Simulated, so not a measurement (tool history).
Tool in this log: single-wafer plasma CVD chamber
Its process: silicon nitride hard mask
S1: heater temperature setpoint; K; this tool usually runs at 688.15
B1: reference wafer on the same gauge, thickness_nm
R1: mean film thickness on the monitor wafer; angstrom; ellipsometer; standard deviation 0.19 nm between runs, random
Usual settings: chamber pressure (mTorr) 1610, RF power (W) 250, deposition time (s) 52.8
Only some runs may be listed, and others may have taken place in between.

{"run": 1, "hour": 0.0, "S1": 688.15, "chamber pressure (mTorr)": 1610, "RF power (W)": 250, "deposition time (s)": 52.8, "B1": 57.201, "R1": 481.58}
{"run": 2, "hour": 64.5, "S1": 688.15, "chamber pressure (mTorr)": 1610, "RF power (W)": 250, "deposition time (s)": 52.8, "B1": 57.15, "R1": 481.53}
{"run": 3, "hour": 145.9, "S1": 688.15, "chamber pressure (mTorr)": 1610, "RF power (W)": 250, "deposition time (s)": 52.8, "B1": 57.15, "R1": 476.94}
{"run": 4, "hour": 421.5, "S1": 688.15, "chamber pressure (mTorr)": 1610, "RF power (W)": 250, "deposition time (s)": 52.8, "B1": 56.924, "R1": 479.25}
{"run": 5, "hour": 506.2, "S1": 688.15, "chamber pressure (mTorr)": 1610, "RF power (W)": 250, "deposition time (s)": 52.8, "B1": 56.9, "R1": 476.62}
{"run": 6, "hour": 574.0, "S1": 688.15, "chamber pressure (mTorr)": 1610, "RF power (W)": 250, "deposition time (s)": 52.8, "B1": 56.88, "R1": 480.17}
{"hour": 640.6, "done": "RF generator calibrated"}
{"run": 7, "hour": 641.1, "S1": 688.15, "chamber pressure (mTorr)": 1610, "RF power (W)": 250, "deposition time (s)": 52.8, "B1": 56.833, "R1": 476.77}
{"hour": 649.3, "done": "showerhead replaced"}
{"run": 8, "hour": 703.4, "S1": 688.15, "chamber pressure (mTorr)": 1610, "RF power (W)": 250, "deposition time (s)": 52.8, "B1": 56.803, "R1": 478.05}
{"run": 9, "hour": 783.1, "S1": 688.15, "chamber pressure (mTorr)": 1610, "RF power (W)": 250, "deposition time (s)": 45.2, "B1": 56.764, "R1": 408.01}
{"run": 10, "hour": 828.3, "S1": 688.15, "chamber pressure (mTorr)": 1610, "RF power (W)": 250, "deposition time (s)": 45.3, "B1": 56.752, "R1": 410.34}
{"run": 11, "hour": 870.7, "S1": 696.15, "chamber pressure (mTorr)": 1610, "RF power (W)": 250, "deposition time (s)": 52.8, "B1": 56.682, "R1": 475.39}
{"run": 12, "hour": 976.2, "S1": 688.15, "chamber pressure (mTorr)": 1610, "RF power (W)": 250, "deposition time (s)": 52.8, "B1": 56.646, "R1": 479.48}
{"run": 13, "hour": 1084.0, "S1": 702.15, "chamber pressure (mTorr)": 1820, "RF power (W)": 250, "deposition time (s)": 52.8, "B1": 56.642, "R1": 493.12}
{"run": 14, "hour": 1149.3, "S1": 693.15, "chamber pressure (mTorr)": 1610, "RF power (W)": 250, "deposition time (s)": 52.8, "B1": 56.631, "R1": 476.57}
{"run": 15, "hour": 1194.7, "S1": 699.15, "chamber pressure (mTorr)": 1610, "RF power (W)": 250, "deposition time (s)": 52.8, "B1": 56.622, "R1": 472.88}
{"run": 16, "hour": 1234.1, "S1": 688.15, "chamber pressure (mTorr)": 1820, "RF power (W)": 250, "deposition time (s)": 52.8, "B1": 56.696, "R1": 500.49}
{"run": 17, "hour": 1321.1, "S1": 673.15, "chamber pressure (mTorr)": 1940, "RF power (W)": 235, "deposition time (s)": 55.5, "B1": 56.594, "R1": 508.66}
{"hour": 1346.5, "done": "gauge calibrated"}
{"run": 18, "hour": 1393.5, "S1": 688.15, "chamber pressure (mTorr)": 1500, "RF power (W)": 270, "deposition time (s)": 60.2, "B1": 58.564, "R1": 585.3}
{"run": 19, "hour": 1438.1, "S1": 688.15, "chamber pressure (mTorr)": 1610, "RF power (W)": 270, "deposition time (s)": 56.7, "B1": 58.456, "R1": 566.98}
{"hour": 1474.0, "done": "thermocouple changed; heater temperature recalibrated"}
{"run": 20, "hour": 1531.1, "S1": 688.15, "chamber pressure (mTorr)": 1610, "RF power (W)": 250, "deposition time (s)": 52.8, "B1": 58.275, "R1": 489.93}
{"hour": 1582.4, "done": "capacitance manometer re-zeroed and calibrated"}
{"run": 21, "hour": 1618.6, "S1": 688.15, "chamber pressure (mTorr)": 1940, "RF power (W)": 250, "deposition time (s)": 52.8, "B1": 58.015, "R1": 521.31}
{"run": 22, "hour": 1683.1, "S1": 688.15, "chamber pressure (mTorr)": 1610, "RF power (W)": 250, "deposition time (s)": 52.8, "B1": 57.844, "R1": 485.02}
{"run": 23, "hour": 1777.6, "S1": 688.15, "chamber pressure (mTorr)": 1610, "RF power (W)": 270, "deposition time (s)": 56.7, "B1": 57.759, "R1": 553.56}
{"run": 24, "hour": 1825.4, "S1": 688.15, "chamber pressure (mTorr)": 1610, "RF power (W)": 250, "deposition time (s)": 52.8, "B1": 57.629, "R1": 485.44}
{"run": 25, "hour": 1924.5, "S1": 688.15, "chamber pressure (mTorr)": 1610, "RF power (W)": 250, "deposition time (s)": 52.8, "B1": 57.45, "R1": 484.5}
{"run": 26, "hour": 1990.1, "S1": 694.15, "chamber pressure (mTorr)": 1610, "RF power (W)": 220, "deposition time (s)": 44.0, "B1": 57.357, "R1": 360.35}
{"run": 27, "hour": 2059.6, "S1": 679.15, "chamber pressure (mTorr)": 1610, "RF power (W)": 250, "deposition time (s)": 58.4, "B1": 57.326, "R1": 536.63}
{"run": 28, "hour": 2144.1, "S1": 688.15, "chamber pressure (mTorr)": 1310, "RF power (W)": 290, "deposition time (s)": 61.5, "B1": 57.171, "R1": 583.11}
{"run": 29, "hour": 2185.8, "S1": 688.15, "chamber pressure (mTorr)": 1610, "RF power (W)": 250, "deposition time (s)": 52.8, "B1": 57.136, "R1": 478.33}

Here are 3 independent what-if runs from the current tool condition. What would each one return?
{"run": "A", "hour": 2186.2, "S1": 688.15, "chamber pressure (mTorr)": 1610, "RF power (W)": 250, "deposition time (s)": 52.8, "B1": "?", "R1": "?"}
{"run": "B", "hour": 2186.2, "S1": 680.15, "chamber pressure (mTorr)": 1610, "RF power (W)": 250, "deposition time (s)": 52.8, "B1": "?", "R1": "?"}
{"run": "C", "hour": 2186.2, "S1": 680.15, "chamber pressure (mTorr)": 1380, "RF power (W)": 285, "deposition time (s)": 59.6, "B1": "?", "R1": "?"}

run=A B1=57.158 R1=478.18
run=B B1=57.158 R1=480.09
run=C B1=57.158 R1=571.02
With no hidden state in the tool, these same runs would have given:
run=A R1=493.65
run=B R1=495.62
run=C R1=589.50
